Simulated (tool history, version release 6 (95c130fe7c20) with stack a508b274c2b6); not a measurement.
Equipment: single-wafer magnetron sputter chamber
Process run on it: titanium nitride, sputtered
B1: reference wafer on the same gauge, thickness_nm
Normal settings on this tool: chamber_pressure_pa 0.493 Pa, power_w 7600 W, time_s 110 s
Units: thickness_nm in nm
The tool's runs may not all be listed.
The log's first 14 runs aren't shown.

{"day": 13.308, "done": "sputter target and shields replaced"}
{"run": 15, "day": 13.875, "chamber_pressure_pa": 0.493, "power_w": 7600, "time_s": 110, "B1": 169.659, "thickness_nm": 161.648}
{"run": 16, "day": 15.296, "chamber_pressure_pa": 0.493, "power_w": 7600, "time_s": 110, "B1": 170.228, "thickness_nm": 161.471}
{"run": 17, "day": 16.312, "chamber_pressure_pa": 0.493, "power_w": 7600, "time_s": 110, "B1": 170.069, "thickness_nm": 162.608}
{"run": 18, "day": 17.079, "chamber_pressure_pa": 0.439, "power_w": 6500, "time_s": 110, "B1": 169.795, "thickness_nm": 142.133}
{"run": 19, "day": 18.033, "chamber_pressure_pa": 0.564, "power_w": 6000, "time_s": 97, "B1": 169.833, "thickness_nm": 109.679}
{"run": 20, "day": 19.033, "chamber_pressure_pa": 0.493, "power_w": 8250, "time_s": 110, "B1": 169.975, "thickness_nm": 175.77}
{"run": 21, "day": 19.862, "chamber_pressure_pa": 0.368, "power_w": 6500, "time_s": 91, "B1": 169.918, "thickness_nm": 122.787}
{"run": 22, "day": 21.312, "chamber_pressure_pa": 0.63, "power_w": 6050, "time_s": 92, "B1": 170.084, "thickness_nm": 102.941}
{"run": 23, "day": 21.821, "chamber_pressure_pa": 0.56, "power_w": 8250, "time_s": 104, "B1": 169.961, "thickness_nm": 162.396}
{"run": 24, "day": 22.396, "chamber_pressure_pa": 0.62, "power_w": 8100, "time_s": 121, "B1": 169.918, "thickness_nm": 183.231}
{"day": 23.329, "done": "gauge calibrated"}
{"run": 25, "day": 23.754, "chamber_pressure_pa": 0.493, "power_w": 7600, "time_s": 110, "B1": 170.128, "thickness_nm": 163.9}
{"run": 26, "day": 24.338, "chamber_pressure_pa": 0.56, "power_w": 8250, "time_s": 104, "B1": 170.114, "thickness_nm": 163.157}
{"day": 24.708, "done": "capacitance manometer re-zeroed and calibrated"}
{"run": 27, "day": 25.362, "chamber_pressure_pa": 0.493, "power_w": 7600, "time_s": 110, "B1": 169.881, "thickness_nm": 158.586}
{"day": 26.221, "done": "magnet pack replaced"}
{"run": 28, "day": 26.242, "chamber_pressure_pa": 0.493, "power_w": 6200, "time_s": 110, "B1": 169.932, "thickness_nm": 130.339}
{"run": 29, "day": 27.625, "chamber_pressure_pa": 0.653, "power_w": 7600, "time_s": 110, "B1": 169.956, "thickness_nm": 146.41}
{"run": 30, "day": 28.883, "chamber_pressure_pa": 0.415, "power_w": 7600, "time_s": 110, "B1": 170.165, "thickness_nm": 165.609}
{"run": 31, "day": 30.133, "chamber_pressure_pa": 0.656, "power_w": 7600, "time_s": 110, "B1": 170.313, "thickness_nm": 146.741}
{"run": 32, "day": 31.617, "chamber_pressure_pa": 0.493, "power_w": 9000, "time_s": 97, "B1": 169.941, "thickness_nm": 164.953}
{"run": 33, "day": 32.892, "chamber_pressure_pa": 0.298, "power_w": 6700, "time_s": 110, "B1": 170.071, "thickness_nm": 154.652}
{"run": 34, "day": 34.054, "chamber_pressure_pa": 0.317, "power_w": 7600, "time_s": 110, "B1": 169.774, "thickness_nm": 173.457}
{"run": 35, "day": 34.604, "chamber_pressure_pa": 0.312, "power_w": 6550, "time_s": 103, "B1": 170, "thickness_nm": 140.165}

Here are 4 independent what-if runs from the current tool condition. What would each one return?
{"run": "A", "day": 34.621, "chamber_pressure_pa": 0.493, "power_w": 7600, "time_s": 110, "B1": "?", "thickness_nm": "?"}
{"run": "B", "day": 34.621, "chamber_pressure_pa": 0.389, "power_w": 6600, "time_s": 110, "B1": "?", "thickness_nm": "?"}
{"run": "C", "day": 34.621, "chamber_pressure_pa": 0.623, "power_w": 9000, "time_s": 98, "B1": "?", "thickness_nm": "?"}
{"run": "D", "day": 34.621, "chamber_pressure_pa": 0.493, "power_w": 8200, "time_s": 118, "B1": "?", "thickness_nm": "?"}

run=A B1=170.107 thickness_nm=158.22
run=B B1=170.107 thickness_nm=144.922
run=C B1=170.107 thickness_nm=156.401
run=D B1=170.107 thickness_nm=183.127
The same runs, with their run-to-run variation unchanged, on a tool lacking any hidden condition would have given:
run=A thickness_nm=157.707
run=B thickness_nm=144.585
run=C thickness_nm=155.722
run=D thickness_nm=182.533
